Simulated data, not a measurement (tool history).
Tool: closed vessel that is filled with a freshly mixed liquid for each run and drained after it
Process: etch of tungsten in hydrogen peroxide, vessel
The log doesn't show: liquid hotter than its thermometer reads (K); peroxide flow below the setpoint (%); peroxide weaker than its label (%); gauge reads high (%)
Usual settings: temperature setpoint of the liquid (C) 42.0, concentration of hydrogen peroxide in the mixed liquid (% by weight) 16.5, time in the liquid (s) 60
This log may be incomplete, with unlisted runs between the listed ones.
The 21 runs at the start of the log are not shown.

run,hour,temperature setpoint of the liquid (C),concentration of hydrogen peroxide in the mixed liquid (% by weight),time in the liquid (s),wafers since the last listed run,hours since the thermometer was replaced,hours since the peroxide flow meter was replaced,hours since the drum of peroxide was connected,hours since the gauge calibration,"read-back film thickness of the tungsten reference wafer, read on the same gauge (nm)",thickness taken off the tungsten on a monitor wafer (nm)
# hour 271.6: new drum of peroxide connected
22,277.9,42.0,16.5,85,756,181.0,107.4,6.3,59.3,50.00,37.77
23,289.3,47.5,12.5,45,749,192.4,118.8,17.7,70.7,50.03,24.83
24,303.6,42.0,16.5,90,940,206.7,133.1,32.0,85.0,50.00,40.26
25,318.7,33.5,20.0,60,992,221.8,148.2,47.1,100.1,49.99,16.98
26,345.9,42.0,16.5,60,1788,249.0,175.4,74.3,127.3,50.01,26.78
27,363.3,35.5,16.5,60,1143,266.4,192.8,91.7,144.7,49.97,17.49
28,379.0,42.0,16.5,60,1032,282.1,208.5,107.4,160.4,50.01,26.76
29,396.1,37.0,14.5,40,1124,299.2,225.6,124.5,177.5,50.03,11.99
30,407.1,42.0,16.5,75,723,310.2,236.6,135.5,188.5,50.00,33.46

Branching from run 30: 4 alternative next runs. What would each branch give?
A,407.8,42.0,16.5,60,46,310.9,237.3,136.2,189.2,?,?
B,407.8,42.0,16.5,45,46,310.9,237.3,136.2,189.2,?,?
C,407.8,49.5,19.0,60,46,310.9,237.3,136.2,189.2,?,?
D,407.8,51.0,13.5,35,46,310.9,237.3,136.2,189.2,?,?

run,"read-back film thickness of the tungsten reference wafer, read on the same gauge (nm)",thickness taken off the tungsten on a monitor wafer (nm)
A,49.99,26.90
B,49.99,20.17
C,49.99,46.21
D,49.99,24.90
With the hidden condition removed and each run's random variation left untouched, the same runs would have given:
run,thickness taken off the tungsten on a monitor wafer (nm)
A,26.90
B,20.17
C,46.21
D,24.90
